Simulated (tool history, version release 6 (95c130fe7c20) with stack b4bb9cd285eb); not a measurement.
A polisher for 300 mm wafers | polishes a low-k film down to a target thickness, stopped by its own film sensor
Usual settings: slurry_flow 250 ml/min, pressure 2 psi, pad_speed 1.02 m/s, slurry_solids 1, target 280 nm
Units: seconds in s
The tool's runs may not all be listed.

run,day,slurry_flow,pressure,pad_speed,slurry_solids,target,"incoming thickness of the incoming film, nm",seconds
1,0,250,2,1.02,1,280,313.2,82.6
2,0.6,250,2,1.02,1.2,280,307.5,62
3,0.917,250,2,1.02,1.2,280,310.4,71
4,1.338,250,2,1.02,1,280,309.7,75.6
# day 1.771: worn pad replaced by a new one, repeated, since the last time left the tool worse
# day 1.804: head pressure recalibrated
5,1.879,250,2,1.02,0.8,280,312.2,74.1
# day 3.312: conditioning disc replaced and pad reconditioned
6,3.333,250,2,1.02,1,280,309.1,60.9
7,3.896,250,2,1.02,0.8,280,311.7,74.8
8,4.162,250,2,1.12,0.9,288,305.8,37.3
9,4.808,250,2,1.02,1,289,307.8,40.5
# day 5.088: slurry blender recalibrated
10,5.112,250,1.5,1.14,1.2,280,307.3,67.7
11,5.838,300,1.8,1.02,1,272,314,99.6
# day 5.917: slurry nozzle cleaned
# day 6.271: worn pad replaced by a new one
12,7.458,175,2,0.7,1,280,307.2,74.8
13,8.204,215,2,1.22,1.1,286,308.2,41.3

Run 14 comes next. What will it give?
14,8.542,190,2,0.86,0.8,280,314.8,?

seconds: 94.5 s
Without the tool's hidden state the same run would have given seconds 91.3 s.

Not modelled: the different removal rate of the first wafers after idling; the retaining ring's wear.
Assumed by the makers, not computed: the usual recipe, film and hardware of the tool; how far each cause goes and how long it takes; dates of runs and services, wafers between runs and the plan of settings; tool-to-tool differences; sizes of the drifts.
